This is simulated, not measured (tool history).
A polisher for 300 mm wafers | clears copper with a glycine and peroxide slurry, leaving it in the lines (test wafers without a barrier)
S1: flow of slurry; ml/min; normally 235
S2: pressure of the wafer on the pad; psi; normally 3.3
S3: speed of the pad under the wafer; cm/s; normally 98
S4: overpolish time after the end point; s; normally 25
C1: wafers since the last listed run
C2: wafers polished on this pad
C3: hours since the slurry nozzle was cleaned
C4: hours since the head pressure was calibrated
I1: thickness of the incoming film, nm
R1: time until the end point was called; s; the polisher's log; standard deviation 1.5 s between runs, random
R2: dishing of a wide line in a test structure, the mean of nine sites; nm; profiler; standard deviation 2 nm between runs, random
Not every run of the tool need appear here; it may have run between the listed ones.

| run | hour | S1 | S2 | S3 | S4 | C1 | C2 | C3 | C4 | I1 | R1 | R2 |
|---|---|---|---|---|---|---|---|---|---|---|---|---|
| 1 | 0.0 | 235 | 3.3 | 98 | 25 | 0 | 1132 | 39.0 | 271.8 | 668.4 | 85.6 | 95.5 |
|  | 2.3 | worn pad replaced by a new one |
| 2 | 17.6 | 235 | 3.3 | 98 | 25 | 122 | 122 | 56.6 | 289.4 | 693.6 | 88.7 | 94.6 |
| 3 | 33.6 | 235 | 3.3 | 98 | 25 | 128 | 251 | 72.6 | 305.4 | 695.0 | 86.9 | 96.8 |
| 4 | 55.9 | 280 | 3.3 | 98 | 25 | 178 | 429 | 94.9 | 327.7 | 687.7 | 85.4 | 97.4 |
| 5 | 70.6 | 235 | 3.9 | 98 | 25 | 117 | 547 | 109.6 | 342.4 | 673.6 | 77.0 | 109.2 |
| 6 | 101.7 | 235 | 3.9 | 98 | 25 | 249 | 796 | 140.7 | 373.5 | 679.3 | 76.3 | 102.4 |
|  | 118.7 | worn pad replaced by a new one |
| 7 | 121.8 | 235 | 3.9 | 98 | 25 | 128 | 24 | 160.8 | 393.6 | 672.2 | 73.6 | 100.6 |
| 8 | 146.6 | 235 | 2.4 | 98 | 16 | 198 | 223 | 185.6 | 418.4 | 673.8 | 111.5 | 54.8 |
| 9 | 173.2 | 235 | 2.4 | 98 | 16 | 213 | 436 | 212.2 | 445.0 | 675.2 | 114.7 | 55.9 |
| 10 | 206.6 | 235 | 3.3 | 116 | 29 | 267 | 703 | 245.6 | 478.4 | 680.1 | 73.8 | 111.8 |
|  | 216.6 | slurry nozzle cleaned |
| 11 | 236.9 | 235 | 3.3 | 116 | 29 | 234 | 938 | 20.3 | 508.7 | 688.3 | 78.9 | 109.2 |
|  | 256.1 | worn pad replaced by a new one |
| 12 | 256.6 | 235 | 3.3 | 116 | 29 | 125 | 3 | 40.0 | 528.4 | 669.3 | 78.9 | 109.6 |
| 13 | 271.4 | 235 | 3.3 | 98 | 25 | 118 | 122 | 54.8 | 543.2 | 682.3 | 89.9 | 93.3 |
| 14 | 287.2 | 235 | 3.3 | 98 | 25 | 126 | 248 | 70.6 | 559.0 | 684.6 | 91.4 | 92.8 |
| 15 | 316.2 | 235 | 3.3 | 98 | 25 | 232 | 481 | 99.6 | 588.0 | 675.4 | 87.6 | 96.1 |
| 16 | 329.6 | 200 | 4.0 | 88 | 32 | 107 | 588 | 113.0 | 601.4 | 671.0 | 82.7 | 111.7 |
| 17 | 353.9 | 235 | 3.3 | 132 | 25 | 194 | 783 | 137.3 | 625.7 | 672.9 | 70.0 | 104.7 |
|  | 363.7 | head pressure recalibrated |
|  | 382.5 | worn pad replaced by a new one |
| 18 | 385.8 | 235 | 3.3 | 98 | 25 | 207 | 26 | 169.2 | 22.1 | 678.7 | 81.4 | 96.3 |
| 19 | 398.5 | 265 | 4.3 | 114 | 35 | 101 | 128 | 181.9 | 34.8 | 684.5 | 58.0 | 145.3 |
| 20 | 428.2 | 235 | 3.3 | 98 | 25 | 237 | 366 | 211.6 | 64.5 | 677.8 | 81.5 | 99.4 |

Forecast run 21:
| 21 | 442.3 | 265 | 2.7 | 86 | 36 | 112 | 479 | 225.7 | 78.6 | 681.1 | ? | ? |

R1: 110.2 s
R2: 104.2 nm
Minus the tool's unlogged condition, the same run would have read R1 109.6 s, R2 104.6 nm.
